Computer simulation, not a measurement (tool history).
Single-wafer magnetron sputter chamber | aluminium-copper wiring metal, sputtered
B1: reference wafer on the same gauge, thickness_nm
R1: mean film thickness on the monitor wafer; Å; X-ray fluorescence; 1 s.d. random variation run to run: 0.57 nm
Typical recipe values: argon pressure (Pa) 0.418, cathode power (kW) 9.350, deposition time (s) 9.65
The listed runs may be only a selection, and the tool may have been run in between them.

run 1 day=0.000 | argon_pressure_(Pa)=0.418 cathode_power_(kW)=10.800 deposition_time_(s)=9.65 | B1=180.066 | R1=1776.79
run 2 day=1.838 | argon_pressure_(Pa)=0.487 cathode_power_(kW)=9.350 deposition_time_(s)=9.65 | B1=179.917 | R1=1497.02
run 3 day=4.154 | argon_pressure_(Pa)=0.487 cathode_power_(kW)=9.350 deposition_time_(s)=9.65 | B1=180.099 | R1=1493.72
run 4 day=6.592 | argon_pressure_(Pa)=0.418 cathode_power_(kW)=9.350 deposition_time_(s)=9.65 | B1=179.945 | R1=1588.88
run 5 day=7.846 | argon_pressure_(Pa)=0.418 cathode_power_(kW)=9.350 deposition_time_(s)=9.65 | B1=179.941 | R1=1577.86
run 6 day=10.633 | argon_pressure_(Pa)=0.418 cathode_power_(kW)=9.350 deposition_time_(s)=9.65 | B1=179.859 | R1=1575.69
run 7 day=12.296 | argon_pressure_(Pa)=0.418 cathode_power_(kW)=9.350 deposition_time_(s)=9.65 | B1=179.930 | R1=1496.83
run 8 day=14.979 | argon_pressure_(Pa)=0.418 cathode_power_(kW)=9.350 deposition_time_(s)=9.65 | B1=179.907 | R1=1494.13
run 9 day=16.717 | argon_pressure_(Pa)=0.418 cathode_power_(kW)=9.350 deposition_time_(s)=9.65 | B1=180.040 | R1=1494.61
run 10 day=18.400 | argon_pressure_(Pa)=0.418 cathode_power_(kW)=10.600 deposition_time_(s)=11.52 | B1=180.102 | R1=2005.21
run 11 day=19.833 | argon_pressure_(Pa)=0.306 cathode_power_(kW)=8.350 deposition_time_(s)=7.76 | B1=179.809 | R1=1131.88
run 12 day=22.358 | argon_pressure_(Pa)=0.418 cathode_power_(kW)=9.350 deposition_time_(s)=9.65 | B1=179.955 | R1=1485.13
run 13 day=23.946 | argon_pressure_(Pa)=0.418 cathode_power_(kW)=9.350 deposition_time_(s)=9.65 | B1=180.011 | R1=1472.52
run 14 day=26.317 | argon_pressure_(Pa)=0.418 cathode_power_(kW)=9.350 deposition_time_(s)=11.48 | B1=180.093 | R1=1744.19
run 15 day=31.262 | argon_pressure_(Pa)=0.418 cathode_power_(kW)=9.350 deposition_time_(s)=9.65 | B1=180.015 | R1=1535.77
run 16 day=33.233 | argon_pressure_(Pa)=0.418 cathode_power_(kW)=8.400 deposition_time_(s)=9.10 | B1=179.997 | R1=1292.72
run 17 day=41.783 | argon_pressure_(Pa)=0.418 cathode_power_(kW)=11.400 deposition_time_(s)=11.23 | B1=179.944 | R1=2140.20
run 18 day=45.733 | argon_pressure_(Pa)=0.293 cathode_power_(kW)=11.600 deposition_time_(s)=9.65 | B1=179.971 | R1=1986.65
run 19 day=48.071 | argon_pressure_(Pa)=0.418 cathode_power_(kW)=9.350 deposition_time_(s)=9.65 | B1=179.814 | R1=1556.31
run 20 day=50.079 | argon_pressure_(Pa)=0.418 cathode_power_(kW)=9.350 deposition_time_(s)=9.65 | B1=180.046 | R1=1548.74
run 21 day=51.579 | argon_pressure_(Pa)=0.540 cathode_power_(kW)=9.350 deposition_time_(s)=10.63 | B1=179.984 | R1=1602.83
run 22 day=54.425 | argon_pressure_(Pa)=0.332 cathode_power_(kW)=9.350 deposition_time_(s)=9.65 | B1=179.967 | R1=1615.10
run 23 day=57.112 | argon_pressure_(Pa)=0.579 cathode_power_(kW)=9.350 deposition_time_(s)=11.31 | B1=180.042 | R1=1670.83
run 24 day=58.433 | argon_pressure_(Pa)=0.544 cathode_power_(kW)=9.350 deposition_time_(s)=9.65 | B1=179.989 | R1=1442.45
run 25 day=60.500 | argon_pressure_(Pa)=0.538 cathode_power_(kW)=10.500 deposition_time_(s)=11.07 | B1=180.049 | R1=1863.05
run 26 day=61.717 | argon_pressure_(Pa)=0.418 cathode_power_(kW)=10.600 deposition_time_(s)=8.29 | B1=180.026 | R1=1478.59
run 27 day=64.475 | argon_pressure_(Pa)=0.511 cathode_power_(kW)=9.350 deposition_time_(s)=8.92 | B1=180.129 | R1=1342.67
run 28 day=66.704 | argon_pressure_(Pa)=0.489 cathode_power_(kW)=8.650 deposition_time_(s)=8.48 | B1=180.044 | R1=1188.46
run 29 day=67.988 | argon_pressure_(Pa)=0.556 cathode_power_(kW)=9.350 deposition_time_(s)=9.65 | B1=180.000 | R1=1416.33
run 30 day=70.325 | argon_pressure_(Pa)=0.466 cathode_power_(kW)=8.100 deposition_time_(s)=9.65 | B1=180.071 | R1=1270.23
run 31 day=72.567 | argon_pressure_(Pa)=0.526 cathode_power_(kW)=9.350 deposition_time_(s)=8.00 | B1=180.058 | R1=1177.31
run 32 day=74.038 | argon_pressure_(Pa)=0.569 cathode_power_(kW)=7.250 deposition_time_(s)=7.75 | B1=180.134 | R1=911.86
run 33 day=77.388 | argon_pressure_(Pa)=0.561 cathode_power_(kW)=10.700 deposition_time_(s)=9.65 | B1=180.126 | R1=1674.38

Missing from the log above: 7 entries noted between runs. For each, name the pair of listed runs it sits between and say how the tool's hidden condition differs from the listed run just before to the listed run just after:
Runs 3 to 4: sputter target and shields replaced (day 6.042)
  deposition rate above that of a new target (%): -3.97 -> -0.705; true argon pressure above the setpoint (%): -17 -> -17.5
  measured result minus the result with no hidden state, R1: +1.37 -> +47.26 Å
Runs 6 to 7: capacitance manometer re-zeroed and calibrated (day 12.275)
  deposition rate above that of a new target (%): -1.52 -> -1.86; true argon pressure above the setpoint (%): -18.4 -> 1.88
  measured result minus the result with no hidden state, R1: +37.04 -> -34.43 Å
Runs 10 to 11: gauge calibrated (day 19.288)
  deposition rate above that of a new target (%): -3.1 -> -3.39; true argon pressure above the setpoint (%): 0.56 -> 0.251
  measured result minus the result with no hidden state, R1: -66.52 -> -40.15 Å
Runs 14 to 15: sputter target and shields replaced (day 27.871)
  deposition rate above that of a new target (%): -4.7 -> -0.796; true argon pressure above the setpoint (%): -1.15 -> -2.21
  measured result minus the result with no hidden state, R1: -81.58 -> -5.08 Å
Runs 18 to 19: magnet pack replaced (day 46.179); sputter target and shields replaced (day 48.050)
  deposition rate above that of a new target (%): -3.73 -> -0.076; true argon pressure above the setpoint (%): -5.33 -> -5.84
  measured result minus the result with no hidden state, R1: -60.02 -> +17.96 Å
Runs 31 to 32: sputter target and shields replaced (day 73.462)
  deposition rate above that of a new target (%): -5.04 -> -0.905; true argon pressure above the setpoint (%): -11.1 -> -11.4
  measured result minus the result with no hidden state, R1: -27.08 -> +20.55 Å
